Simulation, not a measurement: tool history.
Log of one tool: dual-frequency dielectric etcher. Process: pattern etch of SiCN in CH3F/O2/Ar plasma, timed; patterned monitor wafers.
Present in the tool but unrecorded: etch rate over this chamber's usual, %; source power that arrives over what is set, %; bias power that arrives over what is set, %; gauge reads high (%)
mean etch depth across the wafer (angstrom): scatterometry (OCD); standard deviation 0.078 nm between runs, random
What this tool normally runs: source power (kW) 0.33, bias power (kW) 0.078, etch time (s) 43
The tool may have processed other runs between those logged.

| run | hour | source power (kW) | bias power (kW) | etch time (s) | wafers since the last listed run | hours since the last wet clean | hours since the last source power generator calibration | hours since the last bias power generator calibration | hours since the last upper electrode change | hours since the gauge calibration | read-back reference wafer on the same gauge, depth_nm | mean etch depth across the wafer (angstrom) |
|---|---|---|---|---|---|---|---|---|---|---|---|---|
| 1 | 0 | 0.37 | 0.078 | 43 | 0 | 551.4 | 2812.1 | 2416.3 | 2358.3 | 1085.9 | 15.2 | 175.4 |
| 2 | 52.2 | 0.37 | 0.078 | 43 | 919 | 603.6 | 2864.3 | 2468.5 | 2410.5 | 1138.1 | 15.18 | 175.2 |
|  | 111.2 | wet clean of the chamber |
| 3 | 111.7 | 0.39 | 0.092 | 43 | 625 | 0.5 | 2923.8 | 2528 | 2470 | 1197.6 | 15.18 | 185.6 |
| 4 | 163.4 | 0.39 | 0.092 | 43 | 911 | 52.2 | 2975.5 | 2579.7 | 2521.7 | 1249.3 | 15.21 | 187.2 |
| 5 | 218.5 | 0.39 | 0.092 | 43 | 971 | 107.3 | 3030.6 | 2634.8 | 2576.8 | 1304.4 | 15.18 | 186.8 |
| 6 | 279.2 | 0.33 | 0.078 | 43 | 1069 | 168 | 3091.3 | 2695.5 | 2637.5 | 1365.1 | 15.2 | 164.9 |
| 7 | 329.3 | 0.33 | 0.078 | 43 | 882 | 218.1 | 3141.4 | 2745.6 | 2687.6 | 1415.2 | 15.19 | 163.5 |
|  | 508.6 | gauge calibrated |
| 8 | 521.8 | 0.33 | 0.078 | 43 | 3392 | 410.6 | 3333.9 | 2938.1 | 2880.1 | 13.2 | 15.2 | 168.3 |
| 9 | 590.3 | 0.33 | 0.078 | 43 | 1207 | 479.1 | 3402.4 | 3006.6 | 2948.6 | 81.7 | 15.21 | 169 |
| 10 | 641.7 | 0.33 | 0.078 | 43 | 905 | 530.5 | 3453.8 | 3058 | 3000 | 133.1 | 15.2 | 168.8 |
|  | 665.7 | upper electrode replaced |
| 11 | 713.7 | 0.33 | 0.078 | 43 | 845 | 602.5 | 3525.8 | 3130 | 48 | 205.1 | 15.17 | 170.2 |
|  | 745.9 | wet clean of the chamber |
| 12 | 746.4 | 0.27 | 0.078 | 46.5 | 153 | 0.5 | 3558.5 | 3162.7 | 80.7 | 237.8 | 15.21 | 171.4 |
|  | 765.2 | bias power generator calibrated |
| 13 | 774 | 0.27 | 0.078 | 46.5 | 415 | 28.1 | 3586.1 | 8.8 | 108.3 | 265.4 | 15.23 | 170.8 |
| 14 | 815.9 | 0.27 | 0.078 | 43 | 738 | 70 | 3628 | 50.7 | 150.2 | 307.3 | 15.19 | 157.7 |
| 15 | 861.7 | 0.27 | 0.078 | 43 | 807 | 115.8 | 3673.8 | 96.5 | 196 | 353.1 | 15.17 | 159.1 |
| 16 | 890.7 | 0.36 | 0.064 | 31 | 511 | 144.8 | 3702.8 | 125.5 | 225 | 382.1 | 15.21 | 107.3 |
| 17 | 930.4 | 0.33 | 0.078 | 43 | 699 | 184.5 | 3742.5 | 165.2 | 264.7 | 421.8 | 15.21 | 165 |
| 18 | 971.9 | 0.4 | 0.07 | 51 | 731 | 226 | 3784 | 206.7 | 306.2 | 463.3 | 15.19 | 192.8 |
| 19 | 1119.6 | 0.33 | 0.078 | 43 | 2602 | 373.7 | 3931.7 | 354.4 | 453.9 | 611 | 15.21 | 166.8 |
| 20 | 1149.8 | 0.37 | 0.065 | 43 | 532 | 403.9 | 3961.9 | 384.6 | 484.1 | 641.2 | 15.2 | 155.5 |
| 21 | 1196.3 | 0.38 | 0.096 | 55 | 819 | 450.4 | 4008.4 | 431.1 | 530.6 | 687.7 | 15.19 | 252.5 |
|  | 1226.1 | source power generator calibrated |
| 22 | 1265.5 | 0.33 | 0.071 | 43 | 1149 | 519.6 | 39.4 | 500.3 | 599.8 | 756.9 | 15.19 | 161.8 |
|  | 1320 | wet clean of the chamber |
| 23 | 1320.5 | 0.4 | 0.078 | 50 | 546 | 0.5 | 94.4 | 555.3 | 654.8 | 811.9 | 15.22 | 199 |
| 24 | 1371.1 | 0.39 | 0.092 | 43 | 891 | 51.1 | 145 | 605.9 | 705.4 | 862.5 | 15.21 | 186.9 |
| 25 | 1395.4 | 0.4 | 0.078 | 55 | 428 | 75.4 | 169.3 | 630.2 | 729.7 | 886.8 | 15.2 | 217.9 |
| 26 | 1453.2 | 0.27 | 0.092 | 47.5 | 1018 | 133.2 | 227.1 | 688 | 787.5 | 944.6 | 15.18 | 192.9 |
| 27 | 1521.1 | 0.39 | 0.092 | 43 | 1196 | 201.1 | 295 | 755.9 | 855.4 | 1012.5 | 15.22 | 189.1 |
| 28 | 1556.3 | 0.33 | 0.062 | 43 | 620 | 236.3 | 330.2 | 791.1 | 890.6 | 1047.7 | 15.19 | 144 |
| 29 | 1607.4 | 0.38 | 0.092 | 39 | 900 | 287.4 | 381.3 | 842.2 | 941.7 | 1098.8 | 15.2 | 170.3 |
| 30 | 1662.6 | 0.33 | 0.072 | 53 | 972 | 342.6 | 436.5 | 897.4 | 996.9 | 1154 | 15.2 | 196.5 |

Branching from run 30: 4 alternative next runs. What would each branch give?
| A | 1663 | 0.33 | 0.078 | 43 | 7 | 343 | 436.9 | 897.8 | 997.3 | 1154.4 | ? | ? |
| B | 1663 | 0.29 | 0.078 | 48 | 7 | 343 | 436.9 | 897.8 | 997.3 | 1154.4 | ? | ? |
| C | 1663 | 0.41 | 0.069 | 43 | 7 | 343 | 436.9 | 897.8 | 997.3 | 1154.4 | ? | ? |
| D | 1663 | 0.36 | 0.087 | 36.5 | 7 | 343 | 436.9 | 897.8 | 997.3 | 1154.4 | ? | ? |

| run | read-back reference wafer on the same gauge, depth_nm | mean etch depth across the wafer (angstrom) |
|---|---|---|
| A | 15.23 | 166.9 |
| B | 15.23 | 181.7 |
| C | 15.23 | 162.7 |
| D | 15.23 | 153.6 |
Without the tool's hidden state the same runs would have given:
| run | mean etch depth across the wafer (angstrom) |
|---|---|
| A | 162.5 |
| B | 176.8 |
| C | 158.3 |
| D | 149.5 |
